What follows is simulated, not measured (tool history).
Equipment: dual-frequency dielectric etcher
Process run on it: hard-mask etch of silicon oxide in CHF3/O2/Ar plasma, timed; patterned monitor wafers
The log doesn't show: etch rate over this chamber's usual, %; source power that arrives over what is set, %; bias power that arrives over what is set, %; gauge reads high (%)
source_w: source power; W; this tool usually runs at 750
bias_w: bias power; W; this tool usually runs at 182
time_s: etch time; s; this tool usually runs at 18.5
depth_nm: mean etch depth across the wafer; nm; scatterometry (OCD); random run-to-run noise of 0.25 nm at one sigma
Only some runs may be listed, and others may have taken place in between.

| run | hour | source_w | bias_w | time_s | wafers since the last listed run | hours since the last wet clean | hours since the last source power generator calibration | hours since the last bias power generator calibration | hours since the last upper electrode change | hours since the gauge calibration | read-back reference wafer on the same gauge, depth_nm | depth_nm |
|---|---|---|---|---|---|---|---|---|---|---|---|---|
| 1 | 0 | 850 | 182 | 18.5 | 0 | 165.4 | 3384.2 | 1883.6 | 1972.6 | 536.5 | 36.47 | 41.55 |
| 2 | 72.7 | 850 | 182 | 18.5 | 1272 | 238.1 | 3456.9 | 1956.3 | 2045.3 | 609.2 | 36.39 | 41.11 |
| 3 | 119.8 | 750 | 182 | 21.5 | 824 | 285.2 | 3504 | 2003.4 | 2092.4 | 656.3 | 36.36 | 46.5 |
| 4 | 178.8 | 750 | 182 | 21.5 | 1032 | 344.2 | 3563 | 2062.4 | 2151.4 | 715.3 | 36.51 | 45.87 |
| 5 | 232.8 | 750 | 182 | 18.5 | 945 | 398.2 | 3617 | 2116.4 | 2205.4 | 769.3 | 36.37 | 39.57 |
| 6 | 326.2 | 750 | 182 | 18.5 | 1635 | 491.6 | 3710.4 | 2209.8 | 2298.8 | 862.7 | 36.34 | 39.25 |
|  | 426.2 | wet clean of the chamber |
| 7 | 426.7 | 750 | 182 | 18.5 | 1339 | 0.5 | 3810.9 | 2310.3 | 2399.3 | 963.2 | 36.4 | 40.72 |
| 8 | 472.5 | 750 | 182 | 18.5 | 801 | 46.3 | 3856.7 | 2356.1 | 2445.1 | 1009 | 36.36 | 40.58 |
| 9 | 526.2 | 750 | 182 | 18.5 | 940 | 100 | 3910.4 | 2409.8 | 2498.8 | 1062.7 | 36.35 | 40.18 |
| 10 | 574.6 | 750 | 182 | 18.5 | 847 | 148.4 | 3958.8 | 2458.2 | 2547.2 | 1111.1 | 36.5 | 40.39 |
| 11 | 777.2 | 750 | 182 | 15 | 3547 | 351 | 4161.4 | 2660.8 | 2749.8 | 1313.7 | 36.4 | 31.86 |
| 12 | 913 | 750 | 182 | 18.5 | 2377 | 486.8 | 4297.2 | 2796.6 | 2885.6 | 1449.5 | 36.37 | 38.93 |
| 13 | 979.7 | 570 | 208 | 18.5 | 1167 | 553.5 | 4363.9 | 2863.3 | 2952.3 | 1516.2 | 36.46 | 38.88 |
|  | 1006.1 | wet clean of the chamber |
|  | 1042.8 | source power generator calibrated |
| 14 | 1054.3 | 750 | 182 | 18.5 | 815 | 48.2 | 11.5 | 2937.9 | 3026.9 | 1590.8 | 36.46 | 40.37 |
|  | 1107.1 | gauge calibrated |
| 15 | 1150 | 750 | 162 | 18.5 | 1675 | 143.9 | 107.2 | 3033.6 | 3122.6 | 42.9 | 36.28 | 38.51 |
|  | 1197.4 | upper electrode replaced |
| 16 | 1197.9 | 750 | 140 | 18.5 | 418 | 191.8 | 155.1 | 3081.5 | 0.5 | 90.8 | 36.34 | 35.43 |
|  | 1260.4 | bias power generator calibrated |
| 17 | 1268.7 | 610 | 144 | 21.5 | 1169 | 262.6 | 225.9 | 8.3 | 71.3 | 161.6 | 36.39 | 38.92 |
| 18 | 1319 | 670 | 169 | 13.5 | 880 | 312.9 | 276.2 | 58.6 | 121.6 | 211.9 | 36.41 | 27.33 |
| 19 | 1401.5 | 750 | 182 | 18.5 | 1444 | 395.4 | 358.7 | 141.1 | 204.1 | 294.4 | 36.42 | 39.33 |
| 20 | 1442.4 | 750 | 182 | 21 | 716 | 436.3 | 399.6 | 182 | 245 | 335.3 | 36.4 | 44.79 |
| 21 | 1653.2 | 750 | 182 | 18.5 | 3690 | 647.1 | 610.4 | 392.8 | 455.8 | 546.1 | 36.41 | 38.88 |
|  | 1681.8 | wet clean of the chamber |
| 22 | 1739.6 | 920 | 143 | 18.5 | 1092 | 57.8 | 696.8 | 479.2 | 542.2 | 632.5 | 36.41 | 38.38 |
| 23 | 1932.6 | 750 | 182 | 14 | 3379 | 250.8 | 889.8 | 672.2 | 735.2 | 825.5 | 36.38 | 30.35 |
| 24 | 1975.8 | 590 | 141 | 18.5 | 756 | 294 | 933 | 715.4 | 778.4 | 868.7 | 36.41 | 33.13 |
| 25 | 2069.9 | 750 | 182 | 16.5 | 1647 | 388.1 | 1027.1 | 809.5 | 872.5 | 962.8 | 36.43 | 35.08 |
| 26 | 2112 | 590 | 200 | 23.5 | 737 | 430.2 | 1069.2 | 851.6 | 914.6 | 1004.9 | 36.46 | 49.72 |
| 27 | 2157 | 750 | 207 | 18.5 | 787 | 475.2 | 1114.2 | 896.6 | 959.6 | 1049.9 | 36.4 | 41.88 |
| 28 | 2222.6 | 750 | 162 | 18.5 | 1148 | 540.8 | 1179.8 | 962.2 | 1025.2 | 1115.5 | 36.39 | 36.9 |
| 29 | 2308.1 | 750 | 165 | 13.5 | 1496 | 626.3 | 1265.3 | 1047.7 | 1110.7 | 1201 | 36.43 | 27.16 |

Branching from run 29: 5 alternative next runs. What would each branch give?
| A | 2308.5 | 750 | 147 | 18.5 | 7 | 626.7 | 1265.7 | 1048.1 | 1111.1 | 1201.4 | ? | ? |
| B | 2308.5 | 750 | 150 | 18.5 | 7 | 626.7 | 1265.7 | 1048.1 | 1111.1 | 1201.4 | ? | ? |
| C | 2308.5 | 670 | 224 | 18.5 | 7 | 626.7 | 1265.7 | 1048.1 | 1111.1 | 1201.4 | ? | ? |
| D | 2308.5 | 600 | 167 | 18.5 | 7 | 626.7 | 1265.7 | 1048.1 | 1111.1 | 1201.4 | ? | ? |
| E | 2308.5 | 890 | 226 | 24 | 7 | 626.7 | 1265.7 | 1048.1 | 1111.1 | 1201.4 | ? | ? |

| run | read-back reference wafer on the same gauge, depth_nm | depth_nm |
|---|---|---|
| A | 36.4 | 34.91 |
| B | 36.4 | 35.25 |
| C | 36.4 | 41.4 |
| D | 36.4 | 35.07 |
| E | 36.4 | 58.08 |
Without the tool's hidden state the same runs would have given:
| run | depth_nm |
|---|---|
| A | 36.66 |
| B | 37.02 |
| C | 43.48 |
| D | 36.83 |
| E | 60.99 |

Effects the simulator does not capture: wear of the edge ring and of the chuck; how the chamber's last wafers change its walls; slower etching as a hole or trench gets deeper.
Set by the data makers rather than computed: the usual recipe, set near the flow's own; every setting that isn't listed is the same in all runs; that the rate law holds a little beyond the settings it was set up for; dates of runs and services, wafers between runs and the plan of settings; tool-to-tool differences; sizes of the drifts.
